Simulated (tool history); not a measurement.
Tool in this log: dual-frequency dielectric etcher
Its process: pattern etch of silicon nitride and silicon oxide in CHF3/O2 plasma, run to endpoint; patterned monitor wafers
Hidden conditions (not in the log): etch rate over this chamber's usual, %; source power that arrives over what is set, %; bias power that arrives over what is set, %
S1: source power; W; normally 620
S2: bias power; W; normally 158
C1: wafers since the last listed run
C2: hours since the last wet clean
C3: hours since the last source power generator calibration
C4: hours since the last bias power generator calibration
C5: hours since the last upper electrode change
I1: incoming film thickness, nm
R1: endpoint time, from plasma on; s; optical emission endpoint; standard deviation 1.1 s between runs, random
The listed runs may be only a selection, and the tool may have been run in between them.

Run 1, day 0: usual settings; C1 0; C2 139.3; C3 1934; C4 2915; C5 4269.1; I1 177.5. Result: R1 128.9 s.
Run 2, day 0.567: usual settings; C1 55; C2 152.9; C3 1947.6; C4 2928.6; C5 4282.7; I1 176.8. Result: R1 129 s.
Run 3, day 1.446: usual settings; C1 85; C2 174; C3 1968.7; C4 2949.7; C5 4303.8; I1 177.9. Result: R1 129.1 s.
Run 4, day 2.204: usual settings; C1 74; C2 192.2; C3 1986.9; C4 2967.9; C5 4322; I1 177.3. Result: R1 126.6 s.
Run 5, day 2.804: usual settings; C1 58; C2 206.6; C3 2001.3; C4 2982.3; C5 4336.4; I1 177. Result: R1 126.8 s.
Run 6, day 4.221: usual settings; C1 138; C2 240.6; C3 2035.3; C4 3016.3; C5 4370.4; I1 177.4. Result: R1 127.7 s.
Run 7, day 4.921: usual settings but S1 540 W, S2 131 W; C1 68; C2 257.4; C3 2052.1; C4 3033.1; C5 4387.2; I1 176.7. Result: R1 135.7 s.
Run 8, day 5.908: usual settings; C1 96; C2 281.1; C3 2075.8; C4 3056.8; C5 4410.9; I1 175.7. Result: R1 124.9 s.
Run 9, day 8.929: usual settings; C1 295; C2 353.6; C3 2148.3; C4 3129.3; C5 4483.4; I1 176.3. Result: R1 124.4 s.
Run 10, day 9.904: usual settings but S2 189 W; C1 95; C2 377; C3 2171.7; C4 3152.7; C5 4506.8; I1 174.6. Result: R1 118 s.
Run 11, day 14.033: usual settings but S2 189 W; C1 403; C2 476.1; C3 2270.8; C4 3251.8; C5 4605.9; I1 177.2. Result: R1 119.2 s.
Run 12, day 15.179: usual settings; C1 111; C2 503.6; C3 2298.3; C4 3279.3; C5 4633.4; I1 177.2. Result: R1 123 s.
Run 13, day 16.554: usual settings; C1 134; C2 536.6; C3 2331.3; C4 3312.3; C5 4666.4; I1 177.3. Result: R1 124 s.
At day 18: wet clean of the chamber.
Run 14, day 18.021: usual settings; C1 45; C2 0.5; C3 2366.5; C4 3347.5; C5 4701.6; I1 178.5. Result: R1 130.9 s.
Run 15, day 18.746: usual settings; C1 70; C2 17.9; C3 2383.9; C4 3364.9; C5 4719; I1 176. Result: R1 130.3 s.
Run 16, day 19.992: usual settings but S1 480 W, S2 131 W; C1 121; C2 47.8; C3 2413.8; C4 3394.8; C5 4748.9; I1 175.4. Result: R1 143.1 s.
Run 17, day 20.7: usual settings; C1 69; C2 64.8; C3 2430.8; C4 3411.8; C5 4765.9; I1 176.4. Result: R1 127.3 s.
At day 21.317: source power generator calibrated.
Run 18, day 21.767: usual settings but S1 460 W; C1 87; C2 90.4; C3 10.8; C4 3437.4; C5 4791.5; I1 178.2. Result: R1 139.9 s.

Forecast run 19:
Run 19, day 22.358: usual settings but S2 122 W; C1 57; C2 104.6; C3 25; C4 3451.6; C5 4805.7; I1 175.4. Result: R1 ?.

R1: 137.6 s
If the tool had no hidden condition, the same run with the same run-to-run variation would have returned R1 138.2 s.

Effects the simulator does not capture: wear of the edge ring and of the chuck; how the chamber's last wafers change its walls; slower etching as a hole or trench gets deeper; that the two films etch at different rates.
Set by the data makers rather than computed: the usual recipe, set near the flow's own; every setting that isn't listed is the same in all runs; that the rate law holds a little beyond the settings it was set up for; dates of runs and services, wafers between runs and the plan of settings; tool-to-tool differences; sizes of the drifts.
